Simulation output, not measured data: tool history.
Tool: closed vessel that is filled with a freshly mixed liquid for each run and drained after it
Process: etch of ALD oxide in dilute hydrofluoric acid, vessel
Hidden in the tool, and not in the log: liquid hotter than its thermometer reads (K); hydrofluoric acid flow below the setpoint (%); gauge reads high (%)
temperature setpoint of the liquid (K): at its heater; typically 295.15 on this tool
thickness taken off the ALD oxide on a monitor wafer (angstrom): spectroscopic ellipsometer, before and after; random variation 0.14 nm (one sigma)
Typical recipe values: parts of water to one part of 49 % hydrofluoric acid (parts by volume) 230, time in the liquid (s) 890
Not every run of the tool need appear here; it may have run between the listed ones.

run	hour	temperature setpoint of the liquid (K)	parts of water to one part of 49 % hydrofluoric acid (parts by volume)	time in the liquid (s)	wafers since the last listed run	hours since the thermometer was replaced	hours since the hydrofluoric acid flow meter was replaced	hours since the gauge calibration	read-back film thickness of the ALD oxide reference wafer, read on the same gauge (nm)	thickness taken off the ALD oxide on a monitor wafer (angstrom)
1	0.0	295.15	230	890	0	552.1	182.3	1681.6	139.98	407.0
# hour 120.5: thermometer replaced
2	287.9	295.15	230	890	16445	167.4	470.2	1969.5	139.95	401.7
3	395.3	295.15	230	890	6156	274.8	577.6	2076.9	140.01	404.0
4	465.7	293.65	230	1035	4035	345.2	648.0	2147.3	140.03	443.7
5	646.0	293.65	230	1035	10334	525.5	828.3	2327.6	139.98	441.5
# hour 711.7: thermometer replaced
6	753.7	297.15	230	890	6116	42.0	936.0	2435.3	140.01	430.4
7	813.9	297.15	230	890	3450	102.2	996.2	2495.5	139.98	431.0
8	885.9	295.15	230	890	4127	174.2	1068.2	2567.5	140.01	400.4
9	967.9	295.15	230	890	4700	256.2	1150.2	2649.5	140.02	399.1
10	1010.2	295.15	285	890	2424	298.5	1192.5	2691.8	139.97	303.7
11	1055.9	295.15	285	890	2619	344.2	1238.2	2737.5	140.00	305.4
12	1101.6	295.15	285	890	2619	389.9	1283.9	2783.2	140.02	304.3
13	1164.1	295.15	230	890	3582	452.4	1346.4	2845.7	140.01	396.8
14	1218.7	295.15	230	890	3129	507.0	1401.0	2900.3	139.97	399.9
# hour 1254.9: gauge calibrated
15	1268.6	295.15	230	890	2860	556.9	1450.9	13.7	139.97	398.9
16	1311.2	295.15	230	890	2441	599.5	1493.5	56.3	140.01	398.9
17	1361.6	295.15	180	890	2888	649.9	1543.9	106.7	139.99	535.6
# hour 1421.9: thermometer replaced
18	1452.2	295.15	230	890	5135	30.3	1634.5	197.3	139.98	397.1
19	1555.9	295.15	165	1040	5944	134.0	1738.2	301.0	139.98	693.6
20	1631.4	295.15	230	890	4327	209.5	1813.7	376.5	140.00	399.2
21	1718.9	297.65	340	890	5015	297.0	1901.2	464.0	140.02	262.8
22	1784.7	295.15	120	890	3771	362.8	1967.0	529.8	140.00	848.6
23	1843.4	295.15	230	890	3364	421.5	2025.7	588.5	140.01	393.7
24	1924.3	295.15	230	890	4637	502.4	2106.6	669.4	139.97	395.8
25	1968.7	295.15	230	890	2545	546.8	2151.0	713.8	139.98	394.9
26	2089.3	293.65	145	370	6912	667.4	2271.6	834.4	140.05	267.3
# hour 2105.1: thermometer replaced
27	2197.1	295.15	230	715	6121	92.0	2379.4	942.2	139.98	315.1
# hour 2234.3: hydrofluoric acid flow meter replaced
28	2270.1	290.65	230	890	4127	165.0	35.8	1015.2	140.03	347.1
29	2330.4	292.15	150	1095	3456	225.3	96.1	1075.5	140.00	744.6
30	2437.3	297.15	230	890	6127	332.2	203.0	1182.4	140.00	438.0
31	2511.8	292.15	150	1115	4270	406.7	277.5	1256.9	140.01	752.0
32	2812.6	291.15	230	890	17241	707.5	578.3	1557.7	140.06	348.8
# hour 2837.9: thermometer replaced
33	2888.7	299.15	130	730	4304	50.8	654.4	1633.8	140.02	761.4
34	2949.1	295.15	190	890	3462	111.2	714.8	1694.2	140.01	509.3

Run-by-run hidden state of the tool:
liquid hotter than its thermometer reads (K): 0 in every run
gauge reads high (%): 0 in every run
H1: hydrofluoric acid flow below the setpoint (%)
run	H1
1	0.584
2	0.937
3	1.07
4	1.16
5	1.38
6	1.51
7	1.58
8	1.67
9	1.77
10	1.82
11	1.88
12	1.94
13	2.01
14	2.08
15	2.14
16	2.19
17	2.25
18	2.37
19	2.49
20	2.59
21	2.69
22	2.77
23	2.85
24	2.94
25	3
26	3.15
27	3.28
28	0.134
29	0.208
30	0.339
31	0.431
32	0.8
33	0.893
34	0.967

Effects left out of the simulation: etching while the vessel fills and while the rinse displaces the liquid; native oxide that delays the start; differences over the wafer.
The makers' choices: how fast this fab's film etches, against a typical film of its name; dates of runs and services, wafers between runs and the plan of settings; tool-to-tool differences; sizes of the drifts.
